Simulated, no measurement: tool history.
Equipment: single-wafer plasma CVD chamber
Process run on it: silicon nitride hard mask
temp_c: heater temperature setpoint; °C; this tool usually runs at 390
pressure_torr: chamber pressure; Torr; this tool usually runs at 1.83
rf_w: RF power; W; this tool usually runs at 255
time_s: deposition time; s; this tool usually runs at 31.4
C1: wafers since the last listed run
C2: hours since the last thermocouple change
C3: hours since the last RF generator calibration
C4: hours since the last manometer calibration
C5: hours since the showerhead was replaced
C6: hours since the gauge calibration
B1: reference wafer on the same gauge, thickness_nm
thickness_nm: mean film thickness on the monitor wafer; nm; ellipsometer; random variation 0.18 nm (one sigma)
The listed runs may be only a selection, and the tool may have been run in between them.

Run 1, hour 0: usual settings but time_s 29.6 s; C1 0; C2 1750; C3 2289.5; C4 26.3; C5 47.3; C6 2143.1; B1 29.854. Result: thickness_nm 28.727 nm.
Run 2, hour 94.1: usual settings but time_s 29.6 s; C1 2201; C2 1844.1; C3 2383.6; C4 120.4; C5 141.4; C6 2237.2; B1 29.901. Result: thickness_nm 28.379 nm.
Run 3, hour 138.3: usual settings but time_s 29.6 s; C1 1033; C2 1888.3; C3 2427.8; C4 164.6; C5 185.6; C6 2281.4; B1 29.91. Result: thickness_nm 28.561 nm.
Run 4, hour 188.3: usual settings but temp_c 385 °C; C1 1169; C2 1938.3; C3 2477.8; C4 214.6; C5 235.6; C6 2331.4; B1 29.895. Result: thickness_nm 30.014 nm.
At hour 206.2: thermocouple changed; heater temperature recalibrated.
Run 5, hour 279.7: usual settings but temp_c 385 °C; C1 1950; C2 73.5; C3 2569.2; C4 306; C5 327; C6 2422.8; B1 29.892. Result: thickness_nm 30.449 nm.
At hour 315.2: RF generator calibrated.
Run 6, hour 346.1: usual settings but pressure_torr 1.73 Torr; C1 1365; C2 139.9; C3 30.9; C4 372.4; C5 393.4; C6 2489.2; B1 29.901. Result: thickness_nm 31.167 nm.
Run 7, hour 410.1: usual settings but rf_w 245 W; C1 1496; C2 203.9; C3 94.9; C4 436.4; C5 457.4; C6 2553.2; B1 29.883. Result: thickness_nm 30.827 nm.
Run 8, hour 491.4: usual settings but rf_w 245 W; C1 1901; C2 285.2; C3 176.2; C4 517.7; C5 538.7; C6 2634.5; B1 29.891. Result: thickness_nm 30.71 nm.
Run 9, hour 539.8: usual settings but temp_c 400 °C, time_s 33.3 s; C1 1132; C2 333.6; C3 224.6; C4 566.1; C5 587.1; C6 2682.9; B1 29.948. Result: thickness_nm 33.068 nm.
Run 10, hour 632.5: usual settings; C1 2168; C2 426.3; C3 317.3; C4 658.8; C5 679.8; C6 2775.6; B1 29.976. Result: thickness_nm 31.686 nm.
Run 11, hour 694.2: usual settings but temp_c 376 °C, time_s 29 s; C1 1443; C2 488; C3 379; C4 720.5; C5 741.5; C6 2837.3; B1 29.886. Result: thickness_nm 29.15 nm.
At hour 772.3: gauge calibrated.
Run 12, hour 794: usual settings but pressure_torr 1.69 Torr; C1 2334; C2 587.8; C3 478.8; C4 820.3; C5 841.3; C6 21.7; B1 29.875. Result: thickness_nm 30.649 nm.
Run 13, hour 847.6: usual settings but time_s 36.2 s; C1 1253; C2 641.4; C3 532.4; C4 873.9; C5 894.9; C6 75.3; B1 30.004. Result: thickness_nm 36.343 nm.
Run 14, hour 911.1: usual settings but temp_c 385 °C; C1 1485; C2 704.9; C3 595.9; C4 937.4; C5 958.4; C6 138.8; B1 29.96. Result: thickness_nm 31.329 nm.

Run 15, settings as shown, results not yet in. Your forecast:
Run 15, hour 974.9: usual settings but temp_c 400 °C, pressure_torr 1.64 Torr; C1 1492; C2 768.7; C3 659.7; C4 1001.2; C5 1022.2; C6 202.6; B1 ?. Result: thickness_nm ?.

{"run 15": {"B1": 29.925, "thickness_nm": 30.362}}
Minus the tool's unlogged condition, the same run would have read thickness_nm 30.749 nm.
